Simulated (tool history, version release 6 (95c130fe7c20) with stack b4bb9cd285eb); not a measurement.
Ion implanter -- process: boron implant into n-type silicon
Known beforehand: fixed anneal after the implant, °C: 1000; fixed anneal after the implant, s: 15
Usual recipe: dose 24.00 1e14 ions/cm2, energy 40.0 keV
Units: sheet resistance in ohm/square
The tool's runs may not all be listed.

run	hour	dose	energy	read-back reference wafer on the same gauge, sheet resistance	sheet resistance
1	0.0	24.00	40.0	67.34	58.06
2	8.0	24.00	34.0	67.32	59.49
3	15.4	24.00	34.0	67.37	59.99
4	27.1	24.00	40.0	67.26	58.29
5	35.0	24.00	40.0	67.38	58.23
6	51.1	24.00	40.0	67.34	58.26
7	67.5	24.00	29.0	67.22	61.58
8	85.7	24.00	29.0	67.36	61.48
9	114.6	24.00	29.0	67.34	61.73
10	123.2	18.54	40.0	67.30	69.73
11	134.0	24.00	40.0	67.33	58.68
12	149.3	24.00	40.0	67.33	58.67
13	164.5	24.00	40.0	67.34	58.35
14	179.1	18.45	36.0	67.25	71.14
15	186.7	18.45	36.0	67.39	71.05
16	217.8	20.55	50.5	67.25	63.93
17	227.8	20.71	32.0	67.30	66.81
18	241.1	24.00	34.0	67.38	60.79
# hour 250.4: extraction supply calibrated
19	256.9	26.19	29.0	67.31	59.60
# hour 263.4: gauge calibrated
20	263.9	19.07	40.0	67.27	69.33
21	274.1	21.37	40.0	67.43	64.02
22	282.0	24.00	40.0	67.40	59.39
# hour 290.3: Faraday cup replaced and dose calibrated
23	290.8	28.17	44.5	67.30	50.55
24	295.5	17.63	31.0	67.31	72.38
25	303.6	24.00	52.5	67.34	54.96
26	310.0	30.71	53.5	67.23	46.84
27	346.9	24.00	40.0	67.25	57.43
28	362.3	24.00	51.0	67.43	55.15
29	377.9	21.86	40.0	67.38	60.68
30	398.4	25.81	47.5	67.30	53.42
31	406.2	24.00	37.0	67.22	57.97
32	417.9	24.00	37.0	67.26	57.77
33	432.3	24.00	40.0	67.33	57.50
34	441.3	19.00	32.0	67.18	68.65
35	453.1	24.00	40.0	67.25	57.11
36	460.9	24.00	40.0	67.40	56.90
37	472.6	24.00	40.0	67.22	57.05

List, for all runs, the conditions of the tool that the log does not record:
deviation of the true energy from its setpoint, %: 0 across all the runs
gauge reads high (%): 0 across all the runs
H1: deviation of the true dose from the Faraday cup's reading, %
run	H1
1	-3.32
2	-3.38
3	-3.43
4	-3.52
5	-3.58
6	-3.71
7	-3.84
8	-3.98
9	-4.22
10	-4.29
11	-4.38
12	-4.51
13	-4.65
14	-4.77
15	-4.84
16	-5.12
17	-5.22
18	-5.34
19	-5.49
20	-5.56
21	-5.66
22	-5.73
23	-0.74
24	-0.74
25	-0.741
26	-0.742
27	-0.754
28	-0.762
29	-0.773
30	-0.79
31	-0.797
32	-0.81
33	-0.826
34	-0.838
35	-0.853
36	-0.865
37	-0.882
